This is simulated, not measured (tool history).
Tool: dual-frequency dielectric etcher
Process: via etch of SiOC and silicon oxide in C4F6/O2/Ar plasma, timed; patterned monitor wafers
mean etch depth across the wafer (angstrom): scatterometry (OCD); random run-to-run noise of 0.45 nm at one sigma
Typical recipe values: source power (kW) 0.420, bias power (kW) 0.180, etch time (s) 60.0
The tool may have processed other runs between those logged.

run,day,source power (kW),bias power (kW),etch time (s),"read-back reference wafer on the same gauge, depth_nm",mean etch depth across the wafer (angstrom)
1,0.000,0.420,0.180,60.0,65.6,661
# day 0.133: wet clean of the chamber
2,2.700,0.420,0.180,60.0,65.7,674
3,3.971,0.420,0.180,60.0,65.7,670
4,6.621,0.420,0.180,60.0,65.7,667
5,9.454,0.420,0.180,60.0,65.8,664
6,12.158,0.420,0.180,60.0,65.8,666
7,14.908,0.420,0.198,60.0,65.8,687
# day 16.300: wet clean of the chamber
8,16.592,0.420,0.180,60.0,65.7,640
9,18.975,0.420,0.180,60.0,65.8,639
10,21.554,0.420,0.180,60.0,65.8,636
11,24.000,0.350,0.180,60.0,65.8,611
# day 24.196: source power generator calibrated
# day 26.879: upper electrode replaced
# day 27.046: wet clean of the chamber, repeated, since the last time left the tool worse
12,27.067,0.350,0.180,60.0,65.7,649
13,29.242,0.350,0.180,60.0,65.8,640
# day 29.783: bias power generator calibrated
14,31.979,0.520,0.166,50.5,65.7,580
15,33.379,0.420,0.180,60.0,65.7,666
16,36.017,0.330,0.144,60.0,65.7,557
17,38.429,0.420,0.180,52.0,65.7,575
# day 39.183: gauge calibrated
18,39.754,0.420,0.212,60.0,65.8,713
19,41.317,0.330,0.144,60.0,65.9,552
# day 42.592: wet clean of the chamber
20,43.275,0.420,0.180,60.0,65.8,670
21,44.821,0.520,0.159,67.0,65.7,746
22,47.342,0.420,0.180,60.0,65.7,659
23,49.596,0.420,0.164,60.0,65.7,640
24,51.912,0.500,0.143,44.0,65.7,456
25,53.000,0.420,0.215,60.0,65.6,717
26,54.000,0.420,0.180,52.0,65.7,574

Branching from run 26: 4 alternative next runs. What would each branch give?
A,54.017,0.420,0.180,60.0,?,?
B,54.017,0.360,0.154,72.0,?,?
C,54.017,0.490,0.180,69.0,?,?
D,54.017,0.460,0.180,45.5,?,?

run,"read-back reference wafer on the same gauge, depth_nm",mean etch depth across the wafer (angstrom)
A,65.6,652
B,65.6,699
C,65.6,781
D,65.6,506
Stripped of hidden state, with their random variation kept, the same runs would have yielded:
run,mean etch depth across the wafer (angstrom)
A,669
B,717
C,801
D,519
